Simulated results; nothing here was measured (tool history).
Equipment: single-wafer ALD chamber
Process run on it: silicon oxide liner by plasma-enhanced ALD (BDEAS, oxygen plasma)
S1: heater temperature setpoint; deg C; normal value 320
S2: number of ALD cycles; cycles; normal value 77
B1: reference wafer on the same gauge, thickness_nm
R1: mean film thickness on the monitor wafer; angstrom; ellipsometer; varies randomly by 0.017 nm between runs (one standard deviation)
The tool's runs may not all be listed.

{"run": 1, "day": 0.0, "S1": 320, "S2": 77, "B1": 6.469, "R1": 65.98}
{"run": 2, "day": 2.617, "S1": 320, "S2": 77, "B1": 6.471, "R1": 65.92}
{"run": 3, "day": 6.058, "S1": 320, "S2": 77, "B1": 6.469, "R1": 65.88}
{"run": 4, "day": 8.496, "S1": 313, "S2": 73, "B1": 6.468, "R1": 63.33}
{"run": 5, "day": 10.362, "S1": 313, "S2": 73, "B1": 6.466, "R1": 63.13}
{"day": 10.817, "done": "thermocouple changed; heater temperature recalibrated"}
{"run": 6, "day": 14.267, "S1": 320, "S2": 81, "B1": 6.467, "R1": 69.21}
{"run": 7, "day": 16.812, "S1": 320, "S2": 81, "B1": 6.47, "R1": 69.56}
{"run": 8, "day": 18.938, "S1": 320, "S2": 77, "B1": 6.47, "R1": 66.18}
{"run": 9, "day": 20.929, "S1": 320, "S2": 77, "B1": 6.468, "R1": 65.83}
{"run": 10, "day": 23.979, "S1": 312, "S2": 77, "B1": 6.471, "R1": 66.71}
{"run": 11, "day": 35.45, "S1": 312, "S2": 77, "B1": 6.467, "R1": 67.12}
{"run": 12, "day": 38.175, "S1": 320, "S2": 67, "B1": 6.475, "R1": 57.27}
{"run": 13, "day": 41.971, "S1": 320, "S2": 77, "B1": 6.467, "R1": 65.99}
{"run": 14, "day": 44.592, "S1": 312, "S2": 67, "B1": 6.468, "R1": 57.92}
{"day": 47.2, "done": "gauge calibrated"}
{"run": 15, "day": 54.121, "S1": 312, "S2": 67, "B1": 6.466, "R1": 57.91}
{"run": 16, "day": 56.183, "S1": 312, "S2": 67, "B1": 6.469, "R1": 57.99}
{"run": 17, "day": 69.567, "S1": 329, "S2": 71, "B1": 6.471, "R1": 60.12}
{"run": 18, "day": 74.129, "S1": 329, "S2": 71, "B1": 6.473, "R1": 59.98}
{"run": 19, "day": 76.675, "S1": 320, "S2": 77, "B1": 6.471, "R1": 66.01}
{"run": 20, "day": 78.896, "S1": 314, "S2": 84, "B1": 6.472, "R1": 72.59}
{"run": 21, "day": 80.933, "S1": 324, "S2": 77, "B1": 6.473, "R1": 65.69}
{"run": 22, "day": 84.496, "S1": 320, "S2": 77, "B1": 6.466, "R1": 65.76}
{"run": 23, "day": 86.129, "S1": 320, "S2": 77, "B1": 6.472, "R1": 66.19}
{"run": 24, "day": 87.933, "S1": 324, "S2": 90, "B1": 6.47, "R1": 77.19}
{"run": 25, "day": 90.504, "S1": 315, "S2": 70, "B1": 6.467, "R1": 60.44}
{"run": 26, "day": 92.4, "S1": 334, "S2": 62, "B1": 6.469, "R1": 52.03}

Forecast run 27:
{"day": 94.842, "done": "thermocouple changed; heater temperature recalibrated"}
{"run": 27, "day": 95.867, "S1": 309, "S2": 82, "B1": "?", "R1": "?"}

Run 27 yielded B1 6.472, R1 71.44 angstrom.
The same run, on a tool lacking any hidden state, would have yielded R1 71.44 angstrom.
